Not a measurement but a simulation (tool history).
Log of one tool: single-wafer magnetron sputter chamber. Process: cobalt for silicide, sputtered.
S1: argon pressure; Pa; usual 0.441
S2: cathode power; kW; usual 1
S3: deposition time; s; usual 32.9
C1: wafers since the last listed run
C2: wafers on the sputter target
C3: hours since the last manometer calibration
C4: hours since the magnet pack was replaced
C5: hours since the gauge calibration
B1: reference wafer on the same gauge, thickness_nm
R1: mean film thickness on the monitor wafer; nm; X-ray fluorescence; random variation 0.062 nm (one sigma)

run	hour	S1	S2	S3	C1	C2	C3	C4	C5	B1	R1
1	0	0.441	1	32.9	0	2219	655.6	8990.7	256	18.474	16.728
2	56.9	0.567	1	31.1	814	3033	712.5	9047.6	312.9	18.506	14.918
3	119.6	0.567	1	31.1	897	3931	775.2	9110.3	375.6	18.502	15.049
4	165.2	0.567	1	31.1	652	4583	820.8	9155.9	421.2	18.504	14.908
# hour 195.1: sputter target and shields replaced
5	234.2	0.34	1	34.5	873	559	889.8	9224.9	490.2	18.512	18.467
6	263.1	0.34	1	34.5	413	972	918.7	9253.8	519.1	18.472	18.553
7	310.5	0.441	1	35.7	678	1651	966.1	9301.2	566.5	18.509	18.362
8	363.3	0.441	1	32.9	755	2406	1018.9	9354	619.3	18.463	16.829
9	430.4	0.441	1	28.8	960	3367	1086	9421.1	686.4	18.512	14.652
10	476.7	0.441	1	28.8	662	4029	1132.3	9467.4	732.7	18.462	14.713
# hour 530.2: sputter target and shields replaced
11	631.2	0.441	1	28.8	2096	1445	1286.8	9621.9	887.2	18.503	14.742
# hour 699.4: gauge calibrated
12	701.3	0.441	1	32.9	1003	2448	1356.9	9692	1.9	18.51	16.822
13	767.1	0.441	1.15	31.1	941	3390	1422.7	9757.8	67.7	18.533	17.932
14	810.9	0.487	1.15	32.9	626	4017	1466.5	9801.6	111.5	18.496	18.457
15	865.2	0.384	1.15	39.3	777	4794	1520.8	9855.9	165.8	18.5	23.253
# hour 886.6: sputter target and shields replaced
16	901.3	0.331	1	36	402	209	1556.9	9892	201.9	18.507	19.442
# hour 944.9: magnet pack replaced
17	969.5	0.583	0.85	38.2	861	1071	1625.1	24.6	270.1	18.523	15.804
18	1017.2	0.441	1	32.9	682	1754	1672.8	72.3	317.8	18.48	16.819
# hour 1055.8: capacitance manometer re-zeroed and calibrated
19	1088.3	0.441	1	32.9	903	2657	32.5	143.4	388.9	18.474	16.793
20	1136.9	0.344	1.2	28.8	695	3352	81.1	192	437.5	18.485	18.225
21	1199.3	0.441	1	34.7	893	4245	143.5	254.4	499.9	18.518	17.775
# hour 1216.9: sputter target and shields replaced
22	1270	0.39	0.9	27.1	897	760	214.2	325.1	570.6	18.533	12.887
23	1312.9	0.441	1	32.9	613	1374	257.1	368	613.5	18.487	16.713
24	1368.6	0.315	0.8	28.2	797	2171	312.8	423.7	669.2	18.515	12.516
25	1416.3	0.361	1	32.9	682	2854	360.5	471.4	716.9	18.471	17.446

Forecast each of these 4 alternatives for the next run:
A	1416.7	0.362	1	32.9	5	2860	360.9	471.8	717.3	?	?
B	1416.7	0.395	1.2	28.9	5	2860	360.9	471.8	717.3	?	?
C	1416.7	0.377	0.75	37	5	2860	360.9	471.8	717.3	?	?
D	1416.7	0.488	1.15	35.1	5	2860	360.9	471.8	717.3	?	?

run	B1	R1
A	18.494	17.558
B	18.494	17.887
C	18.494	15.23
D	18.494	19.993
Without the tool's hidden state the same runs would have given:
run	R1
A	17.558
B	17.887
C	15.23
D	19.993

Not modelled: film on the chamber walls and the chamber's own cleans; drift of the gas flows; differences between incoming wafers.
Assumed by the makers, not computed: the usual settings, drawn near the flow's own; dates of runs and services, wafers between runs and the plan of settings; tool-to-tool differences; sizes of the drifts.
